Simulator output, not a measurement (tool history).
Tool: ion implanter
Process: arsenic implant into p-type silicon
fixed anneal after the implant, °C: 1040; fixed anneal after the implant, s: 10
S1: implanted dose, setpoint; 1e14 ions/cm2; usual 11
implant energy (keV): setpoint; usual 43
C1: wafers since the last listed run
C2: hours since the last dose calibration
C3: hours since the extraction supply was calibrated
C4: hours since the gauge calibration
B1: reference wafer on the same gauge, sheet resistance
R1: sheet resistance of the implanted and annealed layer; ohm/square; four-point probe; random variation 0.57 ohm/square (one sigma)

run 1 hour=0 | S1=11 implant_energy_(keV)=43 | C1=0 C2=206.7 C3=4291.9 C4=72 | B1=107.15 | R1=103.63
run 2 hour=25.5 | S1=11 implant_energy_(keV)=43 | C1=598 C2=232.2 C3=4317.4 C4=97.5 | B1=106.95 | R1=103.74
run 3 hour=41.2 | S1=11 implant_energy_(keV)=43 | C1=368 C2=247.9 C3=4333.1 C4=113.2 | B1=107.05 | R1=103.13
run 4 hour=70.7 | S1=11 implant_energy_(keV)=43 | C1=692 C2=277.4 C3=4362.6 C4=142.7 | B1=107.05 | R1=103.45
run 5 hour=104.3 | S1=11 implant_energy_(keV)=43 | C1=788 C2=311 C3=4396.2 C4=176.3 | B1=106.96 | R1=103.44
run 6 hour=127.8 | S1=11 implant_energy_(keV)=43 | C1=551 C2=334.5 C3=4419.7 C4=199.8 | B1=106.93 | R1=102.62
run 7 hour=144.6 | S1=11 implant_energy_(keV)=43 | C1=394 C2=351.3 C3=4436.5 C4=216.6 | B1=106.95 | R1=103.47
run 8 hour=166.1 | S1=11 implant_energy_(keV)=43 | C1=504 C2=372.8 C3=4458 C4=238.1 | B1=107.08 | R1=104.32
run 9 hour=184.7 | S1=11 implant_energy_(keV)=43 | C1=436 C2=391.4 C3=4476.6 C4=256.7 | B1=107.02 | R1=104.06
-- hour=246.2 gauge calibrated
run 10 hour=292.7 | S1=11 implant_energy_(keV)=43 | C1=2534 C2=499.4 C3=4584.6 C4=46.5 | B1=106.97 | R1=104.98
run 11 hour=323.5 | S1=13.62 implant_energy_(keV)=29.5 | C1=722 C2=530.2 C3=4615.4 C4=77.3 | B1=106.92 | R1=102.75
-- hour=339 extraction supply calibrated
run 12 hour=374.7 | S1=11 implant_energy_(keV)=43 | C1=1013 C2=581.4 C3=35.7 C4=128.5 | B1=106.98 | R1=105.95
run 13 hour=394.8 | S1=13.04 implant_energy_(keV)=43 | C1=471 C2=601.5 C3=55.8 C4=148.6 | B1=106.89 | R1=94.86
run 14 hour=416.9 | S1=11.99 implant_energy_(keV)=29 | C1=518 C2=623.6 C3=77.9 C4=170.7 | B1=107 | R1=108.92
-- hour=427 Faraday cup replaced and dose calibrated
run 15 hour=438 | S1=11 implant_energy_(keV)=32.5 | C1=307 C2=11 C3=99 C4=191.8 | B1=106.97 | R1=109.21
run 16 hour=467 | S1=9.77 implant_energy_(keV)=54.5 | C1=680 C2=40 C3=128 C4=220.8 | B1=106.97 | R1=107.61
run 17 hour=483.1 | S1=12.53 implant_energy_(keV)=55 | C1=377 C2=56.1 C3=144.1 C4=236.9 | B1=107.01 | R1=90
run 18 hour=514.3 | S1=11 implant_energy_(keV)=43 | C1=732 C2=87.3 C3=175.3 C4=268.1 | B1=106.97 | R1=103.1
run 19 hour=532.1 | S1=11 implant_energy_(keV)=31 | C1=417 C2=105.1 C3=193.1 C4=285.9 | B1=106.95 | R1=110.39
run 20 hour=554.6 | S1=7.81 implant_energy_(keV)=52 | C1=528 C2=127.6 C3=215.6 C4=308.4 | B1=107.04 | R1=126.4

Forecast each of these 5 alternatives for the next run:
run A hour=555 | S1=11 implant_energy_(keV)=43 | C1=9 C2=128 C3=216 C4=308.8 | B1=? | R1=?
run B hour=555 | S1=10.04 implant_energy_(keV)=52.5 | C1=9 C2=128 C3=216 C4=308.8 | B1=? | R1=?
run C hour=555 | S1=13.02 implant_energy_(keV)=52.5 | C1=9 C2=128 C3=216 C4=308.8 | B1=? | R1=?
run D hour=555 | S1=8.84 implant_energy_(keV)=36 | C1=9 C2=128 C3=216 C4=308.8 | B1=? | R1=?
run E hour=555 | S1=11.87 implant_energy_(keV)=31.5 | C1=9 C2=128 C3=216 C4=308.8 | B1=? | R1=?

run=A B1=106.93 R1=103.66
run=B B1=106.93 R1=106.43
run=C B1=106.93 R1=89.57
run=D B1=106.93 R1=124.04
run=E B1=106.93 R1=106.06
Without the tool's hidden state the same runs would have given:
run=A R1=103.15
run=B R1=105.85
run=C R1=89.14
run=D R1=123.39
run=E R1=105.61
